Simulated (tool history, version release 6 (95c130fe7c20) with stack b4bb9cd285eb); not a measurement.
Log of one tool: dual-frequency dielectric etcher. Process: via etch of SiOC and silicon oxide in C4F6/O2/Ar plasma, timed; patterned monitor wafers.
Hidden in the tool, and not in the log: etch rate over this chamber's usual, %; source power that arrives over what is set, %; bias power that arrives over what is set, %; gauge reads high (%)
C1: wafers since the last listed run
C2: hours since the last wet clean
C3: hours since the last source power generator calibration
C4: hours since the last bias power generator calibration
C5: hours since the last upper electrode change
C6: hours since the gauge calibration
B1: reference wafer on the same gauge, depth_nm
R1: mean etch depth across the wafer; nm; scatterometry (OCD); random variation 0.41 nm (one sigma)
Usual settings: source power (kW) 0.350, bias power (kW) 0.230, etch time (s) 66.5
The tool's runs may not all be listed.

Run 1, day 0.000: usual settings; C1 0; C2 85.7; C3 3110.0; C4 3481.0; C5 3958.6; C6 356.4; B1 68.6. Result: R1 76.3 nm.
Run 2, day 1.275: usual settings; C1 393; C2 116.3; C3 3140.6; C4 3511.6; C5 3989.2; C6 387.0; B1 68.8. Result: R1 76.0 nm.
Run 3, day 1.775: usual settings; C1 154; C2 128.3; C3 3152.6; C4 3523.6; C5 4001.2; C6 399.0; B1 68.9. Result: R1 76.3 nm.
Run 4, day 3.058: usual settings but etch time (s) 74.5; C1 396; C2 159.1; C3 3183.4; C4 3554.4; C5 4032.0; C6 429.8; B1 68.8. Result: R1 84.9 nm.
Run 5, day 7.262: usual settings but etch time (s) 74.5; C1 1298; C2 260.0; C3 3284.3; C4 3655.3; C5 4132.9; C6 530.7; B1 68.9. Result: R1 83.5 nm.
Run 6, day 7.996: usual settings; C1 226; C2 277.6; C3 3301.9; C4 3672.9; C5 4150.5; C6 548.3; B1 68.8. Result: R1 74.0 nm.
Run 7, day 9.417: usual settings; C1 438; C2 311.7; C3 3336.0; C4 3707.0; C5 4184.6; C6 582.4; B1 68.8. Result: R1 73.1 nm.
At day 9.888: bias power generator calibrated.
Run 8, day 10.133: usual settings; C1 169; C2 328.9; C3 3353.2; C4 5.9; C5 4201.8; C6 599.6; B1 68.9. Result: R1 73.4 nm.
At day 12.775: wet clean of the chamber.
Run 9, day 14.546: usual settings; C1 1054; C2 42.5; C3 3459.1; C4 111.8; C5 4307.7; C6 705.5; B1 68.9. Result: R1 76.8 nm.
At day 14.596: gauge calibrated.
Run 10, day 15.646: usual settings; C1 339; C2 68.9; C3 3485.5; C4 138.2; C5 4334.1; C6 25.2; B1 68.8. Result: R1 76.6 nm.
At day 16.729: upper electrode replaced, of another model than before.
Run 11, day 16.750: usual settings but source power (kW) 0.290, etch time (s) 52.5; C1 32; C2 95.4; C3 3512.0; C4 164.7; C5 0.5; C6 51.7; B1 68.9. Result: R1 51.0 nm.
At day 18.096: source power generator calibrated.
Run 12, day 18.117: usual settings; C1 370; C2 128.2; C3 0.5; C4 197.5; C5 33.3; C6 84.5; B1 68.8. Result: R1 75.8 nm.
Run 13, day 18.833: usual settings but etch time (s) 80.5; C1 221; C2 145.4; C3 17.7; C4 214.7; C5 50.5; C6 101.7; B1 68.7. Result: R1 90.7 nm.
Run 14, day 19.554: usual settings but source power (kW) 0.390, bias power (kW) 0.189, etch time (s) 47.0; C1 222; C2 162.7; C3 35.0; C4 232.0; C5 67.8; C6 119.0; B1 68.7. Result: R1 52.1 nm.
Run 15, day 20.833: usual settings but source power (kW) 0.270, bias power (kW) 0.269; C1 395; C2 193.4; C3 65.7; C4 262.7; C5 98.5; C6 149.7; B1 68.8. Result: R1 65.1 nm.
Run 16, day 21.388: usual settings but bias power (kW) 0.173; C1 171; C2 206.7; C3 79.0; C4 276.0; C5 111.8; C6 163.0; B1 68.8. Result: R1 64.4 nm.
Run 17, day 22.433: usual settings but source power (kW) 0.290; C1 323; C2 231.8; C3 104.1; C4 301.1; C5 136.9; C6 188.1; B1 68.7. Result: R1 63.5 nm.
Run 18, day 25.842: usual settings; C1 1052; C2 313.6; C3 185.9; C4 382.9; C5 218.7; C6 269.9; B1 68.9. Result: R1 74.2 nm.
Run 19, day 27.012: usual settings but source power (kW) 0.390, bias power (kW) 0.190, etch time (s) 52.0; C1 361; C2 341.7; C3 214.0; C4 411.0; C5 246.8; C6 298.0; B1 68.8. Result: R1 56.2 nm.

Measured less the same run without the tool's hidden state. The same run-to-run variation is in both; the gauge's scatter may not be:
run    R1
  1  -0.5
  2  -0.7
  3  -0.9
  4  -1.3
  5  -2.4
  6  -2.3
  7  -2.7
  8  -2.9
  9  +0.1
 10  -0.1
 11  -0.3
 12  -0.7
 13  -1.1
 14  -0.7
 15  -1.3
 16  -1.3
 17  -1.5
 18  -2.6
 19  -2.2
